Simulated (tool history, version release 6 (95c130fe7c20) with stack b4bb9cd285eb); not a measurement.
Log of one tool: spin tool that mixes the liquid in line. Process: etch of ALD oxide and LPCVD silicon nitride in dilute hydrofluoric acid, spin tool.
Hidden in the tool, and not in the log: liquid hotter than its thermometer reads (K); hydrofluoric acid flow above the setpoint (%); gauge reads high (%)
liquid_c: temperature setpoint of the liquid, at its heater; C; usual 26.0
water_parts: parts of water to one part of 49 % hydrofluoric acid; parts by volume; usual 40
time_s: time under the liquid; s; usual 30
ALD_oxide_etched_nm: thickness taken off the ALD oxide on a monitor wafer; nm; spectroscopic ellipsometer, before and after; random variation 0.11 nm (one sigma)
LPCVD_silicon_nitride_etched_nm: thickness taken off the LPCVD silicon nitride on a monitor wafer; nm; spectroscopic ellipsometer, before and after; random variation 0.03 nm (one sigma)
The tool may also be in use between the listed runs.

| run | hour | liquid_c | water_parts | time_s | wafers since the last listed run | hours since the thermometer was replaced | hours since the hydrofluoric acid flow meter was replaced | hours since the gauge calibration | read-back film thickness of the ALD oxide reference wafer, read on the same gauge (nm) | read-back film thickness of the LPCVD silicon nitride reference wafer, read on the same gauge (nm) | ALD_oxide_etched_nm | LPCVD_silicon_nitride_etched_nm |
|---|---|---|---|---|---|---|---|---|---|---|---|---|
| 1 | 0.0 | 23.0 | 40 | 30 | 0 | 905.4 | 1518.2 | 115.1 | 90.01 | 119.999 | 29.96 | 0.456 |
| 2 | 6.2 | 26.0 | 40 | 30 | 66 | 911.6 | 1524.4 | 121.3 | 89.99 | 119.972 | 33.66 | 0.613 |
| 3 | 21.2 | 26.0 | 40 | 30 | 160 | 926.6 | 1539.4 | 136.3 | 89.98 | 120.005 | 33.83 | 0.549 |
| 4 | 27.6 | 26.0 | 40 | 30 | 68 | 933.0 | 1545.8 | 142.7 | 89.97 | 120.040 | 33.81 | 0.562 |
| 5 | 34.5 | 26.0 | 40 | 30 | 73 | 939.9 | 1552.7 | 149.6 | 90.00 | 120.000 | 33.89 | 0.515 |
| 6 | 42.7 | 26.0 | 40 | 30 | 87 | 948.1 | 1560.9 | 157.8 | 89.97 | 120.019 | 33.96 | 0.575 |
| 7 | 51.6 | 26.0 | 40 | 30 | 95 | 957.0 | 1569.8 | 166.7 | 90.02 | 119.980 | 33.79 | 0.589 |
|  | 54.4 | hydrofluoric acid flow meter replaced |
| 8 | 61.9 | 26.0 | 40 | 30 | 99 | 967.3 | 7.5 | 177.0 | 89.98 | 120.005 | 30.41 | 0.509 |
| 9 | 79.1 | 26.0 | 40 | 30 | 184 | 984.5 | 24.7 | 194.2 | 90.03 | 119.990 | 30.40 | 0.514 |
| 10 | 85.7 | 26.0 | 40 | 30 | 70 | 991.1 | 31.3 | 200.8 | 90.01 | 119.972 | 30.48 | 0.477 |
| 11 | 99.5 | 27.5 | 50 | 40 | 147 | 1004.9 | 45.1 | 214.6 | 89.99 | 120.009 | 33.87 | 0.632 |
| 12 | 109.4 | 22.5 | 40 | 45 | 106 | 1014.8 | 55.0 | 224.5 | 90.00 | 120.006 | 39.70 | 0.542 |
| 13 | 122.8 | 28.5 | 40 | 40 | 143 | 1028.2 | 68.4 | 237.9 | 90.00 | 120.006 | 44.92 | 0.825 |
| 14 | 139.9 | 27.5 | 25 | 15 | 183 | 1045.3 | 85.5 | 255.0 | 90.01 | 120.008 | 26.77 | 0.416 |
| 15 | 151.2 | 28.0 | 40 | 30 | 121 | 1056.6 | 96.8 | 266.3 | 89.99 | 120.016 | 33.28 | 0.661 |
| 16 | 166.1 | 26.0 | 25 | 40 | 159 | 1071.5 | 111.7 | 281.2 | 89.98 | 119.994 | 67.01 | 1.035 |
| 17 | 173.9 | 26.0 | 40 | 30 | 83 | 1079.3 | 119.5 | 289.0 | 90.04 | 120.006 | 30.89 | 0.424 |
|  | 177.4 | thermometer replaced |
| 18 | 186.9 | 31.0 | 45 | 30 | 128 | 9.5 | 132.5 | 302.0 | 90.01 | 120.003 | 30.21 | 0.464 |
|  | 187.2 | gauge calibrated |
| 19 | 202.4 | 26.0 | 40 | 30 | 166 | 25.0 | 148.0 | 15.2 | 89.99 | 120.003 | 27.92 | 0.432 |
| 20 | 212.2 | 23.5 | 30 | 45 | 104 | 34.8 | 157.8 | 25.0 | 89.99 | 119.989 | 51.63 | 0.715 |
| 21 | 228.5 | 28.5 | 40 | 30 | 174 | 51.1 | 174.1 | 41.3 | 89.97 | 119.949 | 31.16 | 0.508 |
| 22 | 243.7 | 26.0 | 40 | 45 | 162 | 66.3 | 189.3 | 56.5 | 89.96 | 120.009 | 42.52 | 0.635 |
| 23 | 261.1 | 28.5 | 50 | 40 | 186 | 83.7 | 206.7 | 73.9 | 90.01 | 120.009 | 33.09 | 0.572 |
| 24 | 271.5 | 27.5 | 50 | 30 | 111 | 94.1 | 217.1 | 84.3 | 90.01 | 120.005 | 23.88 | 0.350 |
| 25 | 279.3 | 26.0 | 40 | 30 | 83 | 101.9 | 224.9 | 92.1 | 90.00 | 119.971 | 28.32 | 0.408 |
| 26 | 288.8 | 24.0 | 30 | 15 | 101 | 111.4 | 234.4 | 101.6 | 90.03 | 119.982 | 17.63 | 0.276 |

Forecast each of these 4 alternatives for the next run:
| A | 289.2 | 26.0 | 40 | 30 | 4 | 111.8 | 234.8 | 102.0 | ? | ? | ? | ? |
| B | 289.2 | 29.0 | 40 | 30 | 4 | 111.8 | 234.8 | 102.0 | ? | ? | ? | ? |
| C | 289.2 | 23.0 | 40 | 45 | 4 | 111.8 | 234.8 | 102.0 | ? | ? | ? | ? |
| D | 289.2 | 23.5 | 40 | 30 | 4 | 111.8 | 234.8 | 102.0 | ? | ? | ? | ? |

| run | read-back film thickness of the ALD oxide reference wafer, read on the same gauge (nm) | read-back film thickness of the LPCVD silicon nitride reference wafer, read on the same gauge (nm) | ALD_oxide_etched_nm | LPCVD_silicon_nitride_etched_nm |
|---|---|---|---|---|
| A | 90.01 | 119.999 | 28.58 | 0.466 |
| B | 90.01 | 119.999 | 32.25 | 0.568 |
| C | 90.01 | 119.999 | 37.88 | 0.572 |
| D | 90.01 | 119.999 | 25.79 | 0.394 |
Without the tool's hidden state the same runs would have given:
| run | ALD_oxide_etched_nm | LPCVD_silicon_nitride_etched_nm |
|---|---|---|
| A | 26.75 | 0.431 |
| B | 30.20 | 0.526 |
| C | 35.45 | 0.528 |
| D | 24.13 | 0.364 |
